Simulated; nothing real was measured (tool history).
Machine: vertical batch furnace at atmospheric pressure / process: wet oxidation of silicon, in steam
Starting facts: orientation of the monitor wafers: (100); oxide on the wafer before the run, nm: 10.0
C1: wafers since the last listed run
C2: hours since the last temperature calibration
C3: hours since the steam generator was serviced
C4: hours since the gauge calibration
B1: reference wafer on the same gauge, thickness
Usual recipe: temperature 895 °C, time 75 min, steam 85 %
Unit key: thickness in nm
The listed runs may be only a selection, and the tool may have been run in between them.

{"run": 1, "hour": 0.0, "temperature": 895, "time": 75, "steam": 91, "C1": 0, "C2": 3274.5, "C3": 3407, "C4": 203.7, "B1": 154, "thickness": 168.07}
{"run": 2, "hour": 37.2, "temperature": 895, "time": 75, "steam": 91, "C1": 766, "C2": 3311.7, "C3": 3444.2, "C4": 240.9, "B1": 154.17, "thickness": 168.97}
{"run": 3, "hour": 53.8, "temperature": 895, "time": 75, "steam": 85, "C1": 341, "C2": 3328.3, "C3": 3460.8, "C4": 257.5, "B1": 154.01, "thickness": 159.54}
{"run": 4, "hour": 64.0, "temperature": 895, "time": 75, "steam": 85, "C1": 210, "C2": 3338.5, "C3": 3471, "C4": 267.7, "B1": 153.79, "thickness": 159.69}
{"run": 5, "hour": 70.8, "temperature": 895, "time": 75, "steam": 85, "C1": 140, "C2": 3345.3, "C3": 3477.8, "C4": 274.5, "B1": 153.91, "thickness": 160.75}
{"run": 6, "hour": 80.3, "temperature": 901, "time": 58, "steam": 85, "C1": 195, "C2": 3354.8, "C3": 3487.3, "C4": 284, "B1": 153.99, "thickness": 140.45}
{"run": 7, "hour": 87.9, "temperature": 895, "time": 75, "steam": 89, "C1": 156, "C2": 3362.4, "C3": 3494.9, "C4": 291.6, "B1": 154.01, "thickness": 165.28}
{"run": 8, "hour": 95.3, "temperature": 895, "time": 75, "steam": 89, "C1": 152, "C2": 3369.8, "C3": 3502.3, "C4": 299, "B1": 154.06, "thickness": 166.35}
{"hour": 104.5, "done": "gauge calibrated"}
{"run": 9, "hour": 106.9, "temperature": 895, "time": 87.5, "steam": 85, "C1": 238, "C2": 3381.4, "C3": 3513.9, "C4": 2.4, "B1": 153.85, "thickness": 182.48}
{"run": 10, "hour": 118.7, "temperature": 895, "time": 87.5, "steam": 85, "C1": 243, "C2": 3393.2, "C3": 3525.7, "C4": 14.2, "B1": 153.55, "thickness": 183.23}
{"run": 11, "hour": 126.9, "temperature": 895, "time": 75, "steam": 85, "C1": 168, "C2": 3401.4, "C3": 3533.9, "C4": 22.4, "B1": 153.95, "thickness": 159.68}
{"run": 12, "hour": 144.8, "temperature": 895, "time": 75, "steam": 85, "C1": 368, "C2": 3419.3, "C3": 3551.8, "C4": 40.3, "B1": 154.31, "thickness": 160.38}
{"run": 13, "hour": 158.4, "temperature": 914, "time": 64, "steam": 85, "C1": 280, "C2": 3432.9, "C3": 3565.4, "C4": 53.9, "B1": 153.52, "thickness": 177.37}
{"run": 14, "hour": 165.6, "temperature": 870, "time": 75, "steam": 74, "C1": 148, "C2": 3440.1, "C3": 3572.6, "C4": 61.1, "B1": 154.08, "thickness": 99.06}
{"run": 15, "hour": 176.8, "temperature": 919, "time": 108.5, "steam": 78, "C1": 230, "C2": 3451.3, "C3": 3583.8, "C4": 72.3, "B1": 153.85, "thickness": 265.29}
{"hour": 203.1, "done": "thermocouples replaced and temperature profile calibrated"}
{"run": 16, "hour": 203.6, "temperature": 895, "time": 75, "steam": 85, "C1": 57, "C2": 0.5, "C3": 3610.6, "C4": 99.1, "B1": 154.48, "thickness": 158.31}
{"run": 17, "hour": 207.8, "temperature": 919, "time": 108.5, "steam": 78, "C1": 86, "C2": 4.7, "C3": 3614.8, "C4": 103.3, "B1": 154.12, "thickness": 268.06}
{"run": 18, "hour": 220.0, "temperature": 886, "time": 75, "steam": 77, "C1": 251, "C2": 16.9, "C3": 3627, "C4": 115.5, "B1": 153.87, "thickness": 130.15}
{"hour": 247.8, "done": "steam generator serviced"}
{"run": 19, "hour": 248.3, "temperature": 910, "time": 75, "steam": 85, "C1": 88, "C2": 45.2, "C3": 0.5, "C4": 143.8, "B1": 153.67, "thickness": 194.06}
{"run": 20, "hour": 252.5, "temperature": 911, "time": 59.5, "steam": 75, "C1": 86, "C2": 49.4, "C3": 4.7, "C4": 148, "B1": 153.96, "thickness": 144.13}
{"run": 21, "hour": 261.3, "temperature": 895, "time": 75, "steam": 85, "C1": 181, "C2": 58.2, "C3": 13.5, "C4": 156.8, "B1": 153.7, "thickness": 158.38}
{"run": 22, "hour": 269.1, "temperature": 895, "time": 75, "steam": 85, "C1": 160, "C2": 66, "C3": 21.3, "C4": 164.6, "B1": 154.45, "thickness": 160.26}
{"run": 23, "hour": 298.6, "temperature": 902, "time": 75, "steam": 85, "C1": 607, "C2": 95.5, "C3": 50.8, "C4": 194.1, "B1": 154.48, "thickness": 175.13}
{"run": 24, "hour": 310.1, "temperature": 872, "time": 107.5, "steam": 85, "C1": 236, "C2": 107, "C3": 62.3, "C4": 205.6, "B1": 153.98, "thickness": 158.14}
{"run": 25, "hour": 317.1, "temperature": 919, "time": 108.5, "steam": 78, "C1": 144, "C2": 114, "C3": 69.3, "C4": 212.6, "B1": 154.02, "thickness": 268.68}
{"run": 26, "hour": 333.6, "temperature": 904, "time": 75, "steam": 85, "C1": 339, "C2": 130.5, "C3": 85.8, "C4": 229.1, "B1": 153.5, "thickness": 180.12}

Consider 4 possible next runs. They are alternatives, not a sequence: every one starts from the tool as it was left by run 26. What does each give?
{"run": "A", "hour": 337.9, "temperature": 895, "time": 75, "steam": 85, "C1": 88, "C2": 134.8, "C3": 90.1, "C4": 233.4, "B1": "?", "thickness": "?"}
{"run": "B", "hour": 337.9, "temperature": 895, "time": 91, "steam": 78, "C1": 88, "C2": 134.8, "C3": 90.1, "C4": 233.4, "B1": "?", "thickness": "?"}
{"run": "C", "hour": 337.9, "temperature": 911, "time": 61.5, "steam": 81, "C1": 88, "C2": 134.8, "C3": 90.1, "C4": 233.4, "B1": "?", "thickness": "?"}
{"run": "D", "hour": 337.9, "temperature": 895, "time": 99, "steam": 85, "C1": 88, "C2": 134.8, "C3": 90.1, "C4": 233.4, "B1": "?", "thickness": "?"}

run=A B1=153.95 thickness=161.41
run=B B1=153.95 thickness=176.72
run=C B1=153.95 thickness=161.02
run=D B1=153.95 thickness=203.84
With the hidden condition removed and each run's random variation left untouched, the same runs would have given:
run=A thickness=161.41
run=B thickness=176.72
run=C thickness=161.02
run=D thickness=203.84
